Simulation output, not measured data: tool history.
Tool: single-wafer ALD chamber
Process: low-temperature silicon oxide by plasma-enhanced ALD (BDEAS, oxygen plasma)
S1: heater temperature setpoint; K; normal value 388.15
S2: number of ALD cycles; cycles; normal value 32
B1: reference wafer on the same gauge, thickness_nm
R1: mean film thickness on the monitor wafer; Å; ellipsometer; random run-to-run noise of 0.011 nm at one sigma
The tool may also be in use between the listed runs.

run 1 hour=0.0 | S1=388.15 S2=32 | B1=4.188 | R1=45.25
run 2 hour=51.0 | S1=388.15 S2=32 | B1=4.193 | R1=45.09
run 3 hour=232.7 | S1=388.15 S2=32 | B1=4.190 | R1=45.19
run 4 hour=297.8 | S1=388.15 S2=32 | B1=4.188 | R1=45.29
run 5 hour=517.4 | S1=388.15 S2=32 | B1=4.187 | R1=45.20
run 6 hour=602.5 | S1=388.15 S2=32 | B1=4.192 | R1=45.23
run 7 hour=654.4 | S1=388.15 S2=32 | B1=4.187 | R1=44.90
run 8 hour=729.0 | S1=388.15 S2=32 | B1=4.190 | R1=44.55
run 9 hour=808.8 | S1=388.15 S2=37 | B1=4.191 | R1=51.80
run 10 hour=865.1 | S1=388.15 S2=32 | B1=4.192 | R1=44.67
run 11 hour=927.0 | S1=380.15 S2=32 | B1=4.186 | R1=45.16
run 12 hour=982.2 | S1=388.15 S2=32 | B1=4.191 | R1=44.64
run 13 hour=1045.5 | S1=388.15 S2=32 | B1=4.186 | R1=44.75
run 14 hour=1143.0 | S1=388.15 S2=32 | B1=4.193 | R1=44.76
run 15 hour=1187.2 | S1=388.15 S2=30 | B1=4.187 | R1=41.96
run 16 hour=1247.2 | S1=388.15 S2=31 | B1=4.195 | R1=43.56
run 17 hour=1303.5 | S1=388.15 S2=32 | B1=4.192 | R1=44.68
run 18 hour=1371.5 | S1=388.15 S2=32 | B1=4.187 | R1=45.38
run 19 hour=1463.0 | S1=388.15 S2=32 | B1=4.194 | R1=45.62
run 20 hour=1524.3 | S1=399.15 S2=36 | B1=4.190 | R1=50.03
run 21 hour=1626.0 | S1=399.15 S2=36 | B1=4.187 | R1=50.09
run 22 hour=1721.3 | S1=399.15 S2=36 | B1=4.187 | R1=50.15
run 23 hour=1822.8 | S1=388.15 S2=32 | B1=4.188 | R1=45.45
run 24 hour=1912.9 | S1=382.15 S2=32 | B1=4.189 | R1=46.02
run 25 hour=1986.5 | S1=380.15 S2=34 | B1=4.193 | R1=49.05
run 26 hour=2097.5 | S1=399.15 S2=37 | B1=4.190 | R1=51.43
run 27 hour=2160.8 | S1=399.15 S2=28 | B1=4.194 | R1=39.08
run 28 hour=2210.1 | S1=376.15 S2=35 | B1=4.188 | R1=50.88
run 29 hour=2283.4 | S1=401.15 S2=34 | B1=4.185 | R1=47.04
run 30 hour=2475.8 | S1=376.15 S2=32 | B1=4.188 | R1=46.44
run 31 hour=2547.9 | S1=388.15 S2=34 | B1=4.191 | R1=48.40
run 32 hour=2608.5 | S1=388.15 S2=32 | B1=4.189 | R1=45.21
run 33 hour=2648.8 | S1=400.15 S2=30 | B1=4.192 | R1=41.54
run 34 hour=2735.6 | S1=378.15 S2=32 | B1=4.192 | R1=46.13
run 35 hour=2795.0 | S1=400.15 S2=38 | B1=4.185 | R1=52.59
run 36 hour=2833.9 | S1=392.15 S2=30 | B1=4.193 | R1=42.14
run 37 hour=2914.6 | S1=388.15 S2=32 | B1=4.191 | R1=45.38
run 38 hour=3014.2 | S1=381.15 S2=26 | B1=4.192 | R1=37.30
run 39 hour=3088.3 | S1=399.15 S2=35 | B1=4.191 | R1=48.55
run 40 hour=3193.9 | S1=380.15 S2=27 | B1=4.189 | R1=38.76
run 41 hour=3238.3 | S1=401.15 S2=26 | B1=4.190 | R1=35.90
run 42 hour=3279.0 | S1=396.15 S2=36 | B1=4.190 | R1=50.20
run 43 hour=3330.5 | S1=400.15 S2=36 | B1=4.185 | R1=49.95
run 44 hour=3413.1 | S1=388.15 S2=32 | B1=4.187 | R1=45.31
run 45 hour=3466.2 | S1=388.15 S2=32 | B1=4.189 | R1=45.21

Not shown: 4 entries that the log had between the listed runs. Between which runs, and how does the tool's hidden state differ before and after?
After run 6, before run 7: thermocouple changed; heater temperature recalibrated (hour 653.9)
  wafer temperature above the value expected at the setpoint (K): 3.65 -> 7.45
  measured less the result without the state, R1: -0.30 -> -0.62 Å
After run 17, before run 18: thermocouple changed; heater temperature recalibrated, repeated, since the last time left the tool worse (hour 1314.0)
  wafer temperature above the value expected at the setpoint (K): 7.8 -> -0.763
  measured less the result without the state, R1: -0.64 -> +0.06 Å
After run 25, before run 26: gauge calibrated (hour 2081.5)
  wafer temperature above the value expected at the setpoint (K): -0.386 -> -0.25
  measured less the result without the state, R1: +0.03 -> +0.02 Å
After run 40, before run 41: thermocouple changed; heater temperature recalibrated (hour 3237.8)
  wafer temperature above the value expected at the setpoint (K): 2.21 -> 0.562
  measured less the result without the state, R1: -0.16 -> -0.04 Å

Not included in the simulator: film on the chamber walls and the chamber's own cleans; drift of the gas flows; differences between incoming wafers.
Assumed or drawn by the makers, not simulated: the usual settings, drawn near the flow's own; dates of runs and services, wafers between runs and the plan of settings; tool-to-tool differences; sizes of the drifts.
